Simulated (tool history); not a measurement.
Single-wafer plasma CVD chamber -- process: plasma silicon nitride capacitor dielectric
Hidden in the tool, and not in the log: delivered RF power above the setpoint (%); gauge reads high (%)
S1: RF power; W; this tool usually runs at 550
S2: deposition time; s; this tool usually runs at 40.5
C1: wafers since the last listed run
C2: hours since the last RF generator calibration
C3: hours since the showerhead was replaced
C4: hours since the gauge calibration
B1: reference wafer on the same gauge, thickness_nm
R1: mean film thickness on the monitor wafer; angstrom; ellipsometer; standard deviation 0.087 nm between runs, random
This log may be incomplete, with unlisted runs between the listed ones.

{"run": 1, "hour": 0.0, "S1": 550, "S2": 40.5, "C1": 0, "C2": 2316.6, "C3": 4550.6, "C4": 21.7, "B1": 56.514, "R1": 579.72}
{"run": 2, "hour": 10.0, "S1": 550, "S2": 40.5, "C1": 159, "C2": 2326.6, "C3": 4560.6, "C4": 31.7, "B1": 56.574, "R1": 580.52}
{"run": 3, "hour": 22.9, "S1": 550, "S2": 40.5, "C1": 205, "C2": 2339.5, "C3": 4573.5, "C4": 44.6, "B1": 56.574, "R1": 580.78}
{"run": 4, "hour": 29.4, "S1": 550, "S2": 40.5, "C1": 103, "C2": 2346.0, "C3": 4580.0, "C4": 51.1, "B1": 56.615, "R1": 580.7}
{"run": 5, "hour": 42.3, "S1": 550, "S2": 40.5, "C1": 205, "C2": 2358.9, "C3": 4592.9, "C4": 64.0, "B1": 56.603, "R1": 582.07}
{"run": 6, "hour": 56.0, "S1": 635, "S2": 38.0, "C1": 218, "C2": 2372.6, "C3": 4606.6, "C4": 77.7, "B1": 56.658, "R1": 585.36}
{"run": 7, "hour": 62.5, "S1": 635, "S2": 38.0, "C1": 103, "C2": 2379.1, "C3": 4613.1, "C4": 84.2, "B1": 56.663, "R1": 586.03}
{"run": 8, "hour": 68.8, "S1": 635, "S2": 38.0, "C1": 100, "C2": 2385.4, "C3": 4619.4, "C4": 90.5, "B1": 56.693, "R1": 585.38}
{"hour": 88.5, "done": "RF generator calibrated"}
{"run": 9, "hour": 89.0, "S1": 550, "S2": 40.5, "C1": 194, "C2": 0.5, "C3": 4639.6, "C4": 110.7, "B1": 56.742, "R1": 582.63}
{"hour": 103.9, "done": "showerhead replaced"}
{"run": 10, "hour": 104.4, "S1": 550, "S2": 47.6, "C1": 118, "C2": 15.9, "C3": 0.5, "C4": 126.1, "B1": 56.767, "R1": 684.96}
{"hour": 113.4, "done": "gauge calibrated"}
{"run": 11, "hour": 114.5, "S1": 485, "S2": 34.3, "C1": 161, "C2": 26.0, "C3": 10.6, "C4": 1.1, "B1": 56.51, "R1": 459.77}
{"run": 12, "hour": 128.8, "S1": 645, "S2": 34.2, "C1": 228, "C2": 40.3, "C3": 24.9, "C4": 15.4, "B1": 56.545, "R1": 528.7}
{"run": 13, "hour": 141.3, "S1": 485, "S2": 34.3, "C1": 199, "C2": 52.8, "C3": 37.4, "C4": 27.9, "B1": 56.576, "R1": 458.45}
{"run": 14, "hour": 147.9, "S1": 550, "S2": 46.6, "C1": 105, "C2": 59.4, "C3": 44.0, "C4": 34.5, "B1": 56.572, "R1": 668.43}
{"run": 15, "hour": 156.9, "S1": 460, "S2": 38.3, "C1": 143, "C2": 68.4, "C3": 53.0, "C4": 43.5, "B1": 56.548, "R1": 498.18}
{"run": 16, "hour": 174.1, "S1": 550, "S2": 36.7, "C1": 274, "C2": 85.6, "C3": 70.2, "C4": 60.7, "B1": 56.626, "R1": 527.97}

Branching from run 16: 5 alternative next runs. What would each branch give?
{"run": "A", "hour": 174.5, "S1": 550, "S2": 40.5, "C1": 6, "C2": 86.0, "C3": 70.6, "C4": 61.1, "B1": "?", "R1": "?"}
{"run": "B", "hour": 174.5, "S1": 460, "S2": 42.7, "C1": 6, "C2": 86.0, "C3": 70.6, "C4": 61.1, "B1": "?", "R1": "?"}
{"run": "C", "hour": 174.5, "S1": 480, "S2": 47.9, "C1": 6, "C2": 86.0, "C3": 70.6, "C4": 61.1, "B1": "?", "R1": "?"}
{"run": "D", "hour": 174.5, "S1": 455, "S2": 40.5, "C1": 6, "C2": 86.0, "C3": 70.6, "C4": 61.1, "B1": "?", "R1": "?"}
{"run": "E", "hour": 174.5, "S1": 515, "S2": 42.8, "C1": 6, "C2": 86.0, "C3": 70.6, "C4": 61.1, "B1": "?", "R1": "?"}

run=A B1=56.652 R1=580.39
run=B B1=56.652 R1=554.91
run=C B1=56.652 R1=638.02
run=D B1=56.652 R1=522.91
run=E B1=56.652 R1=592.64
What these runs would have given with no unlogged condition in the tool:
run=A R1=579.04
run=B R1=553.62
run=C R1=636.54
run=D R1=521.70
run=E R1=591.27

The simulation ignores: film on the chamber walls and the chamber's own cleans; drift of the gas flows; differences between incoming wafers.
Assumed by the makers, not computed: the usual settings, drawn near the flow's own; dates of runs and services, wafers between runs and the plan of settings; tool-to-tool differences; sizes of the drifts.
